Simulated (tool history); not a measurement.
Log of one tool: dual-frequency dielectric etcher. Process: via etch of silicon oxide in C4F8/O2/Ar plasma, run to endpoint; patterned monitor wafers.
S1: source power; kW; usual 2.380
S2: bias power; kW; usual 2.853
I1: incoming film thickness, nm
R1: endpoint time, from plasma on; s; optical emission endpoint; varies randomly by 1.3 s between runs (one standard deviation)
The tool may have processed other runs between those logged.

| run | day | S1 | S2 | I1 | R1 |
|---|---|---|---|---|---|
| 1 | 0.000 | 2.380 | 3.178 | 1144.2 | 187.2 |
| 2 | 0.429 | 2.380 | 2.853 | 1130.0 | 187.0 |
| 3 | 1.162 | 2.380 | 2.853 | 1151.3 | 190.8 |
| 4 | 1.646 | 2.380 | 2.853 | 1145.0 | 194.3 |
| 5 | 1.933 | 2.380 | 2.853 | 1138.6 | 189.6 |
| 6 | 2.542 | 2.380 | 2.498 | 1133.6 | 194.5 |
| 7 | 3.142 | 2.380 | 2.853 | 1142.2 | 191.6 |
| 8 | 3.975 | 2.380 | 2.853 | 1145.4 | 194.9 |
| 9 | 4.446 | 2.380 | 2.853 | 1136.1 | 191.4 |
| 10 | 4.871 | 2.380 | 2.853 | 1139.0 | 192.9 |
| 11 | 5.146 | 2.380 | 2.853 | 1133.6 | 189.5 |
| 12 | 5.804 | 2.830 | 2.853 | 1127.3 | 178.7 |
| 13 | 6.379 | 2.830 | 2.853 | 1134.1 | 184.5 |
| 14 | 6.888 | 2.830 | 2.853 | 1134.6 | 182.2 |
| 15 | 7.217 | 2.380 | 2.853 | 1146.8 | 196.2 |
| 16 | 7.708 | 2.380 | 3.071 | 1146.0 | 192.8 |
|  | 8.096 | source power generator calibrated |
| 17 | 8.117 | 2.380 | 3.071 | 1134.0 | 189.8 |
|  | 8.675 | bias power generator calibrated |
| 18 | 8.696 | 2.840 | 3.302 | 1139.7 | 179.9 |
| 19 | 10.088 | 2.070 | 2.853 | 1139.1 | 203.7 |
| 20 | 10.812 | 2.070 | 2.853 | 1147.3 | 205.8 |
| 21 | 11.138 | 2.860 | 2.144 | 1149.6 | 195.8 |
| 22 | 11.846 | 2.380 | 3.071 | 1130.3 | 191.8 |
|  | 12.883 | wet clean of the chamber |
| 23 | 12.904 | 2.380 | 3.365 | 1137.0 | 176.5 |
| 24 | 13.100 | 1.980 | 2.259 | 1146.0 | 201.3 |
|  | 14.196 | upper electrode replaced |
| 25 | 14.217 | 1.990 | 3.481 | 1142.2 | 187.0 |
| 26 | 14.233 | 2.380 | 2.151 | 1146.8 | 192.7 |
| 27 | 14.471 | 2.380 | 3.178 | 1147.9 | 183.7 |
| 28 | 15.062 | 2.380 | 2.853 | 1146.2 | 185.4 |
| 29 | 15.550 | 2.380 | 2.853 | 1134.8 | 182.8 |
| 30 | 16.267 | 2.150 | 3.345 | 1134.9 | 186.2 |
| 31 | 16.817 | 2.380 | 2.853 | 1138.7 | 186.2 |
| 32 | 17.500 | 2.050 | 3.213 | 1152.5 | 191.3 |
| 33 | 18.058 | 2.890 | 2.509 | 1144.2 | 179.3 |
| 34 | 18.421 | 2.890 | 3.303 | 1147.5 | 170.0 |

Exercise: give the hidden state of the tool at every run:
source power that arrives over what is set, %: 0 on each run
bias power that arrives over what is set, %: 0 on each run
H1: etch rate over this chamber's usual, %
| run | H1 |
|---|---|
| 1 | -2.72 |
| 2 | -2.84 |
| 3 | -3.03 |
| 4 | -3.16 |
| 5 | -3.23 |
| 6 | -3.39 |
| 7 | -3.55 |
| 8 | -3.77 |
| 9 | -3.89 |
| 10 | -4 |
| 11 | -4.08 |
| 12 | -4.25 |
| 13 | -4.4 |
| 14 | -4.53 |
| 15 | -4.62 |
| 16 | -4.75 |
| 17 | -4.86 |
| 18 | -5.01 |
| 19 | -5.37 |
| 20 | -5.56 |
| 21 | -5.65 |
| 22 | -5.84 |
| 23 | 0.633 |
| 24 | 0.582 |
| 25 | 0.288 |
| 26 | 0.284 |
| 27 | 0.222 |
| 28 | 0.0662 |
| 29 | -0.062 |
| 30 | -0.25 |
| 31 | -0.395 |
| 32 | -0.574 |
| 33 | -0.721 |
| 34 | -0.816 |

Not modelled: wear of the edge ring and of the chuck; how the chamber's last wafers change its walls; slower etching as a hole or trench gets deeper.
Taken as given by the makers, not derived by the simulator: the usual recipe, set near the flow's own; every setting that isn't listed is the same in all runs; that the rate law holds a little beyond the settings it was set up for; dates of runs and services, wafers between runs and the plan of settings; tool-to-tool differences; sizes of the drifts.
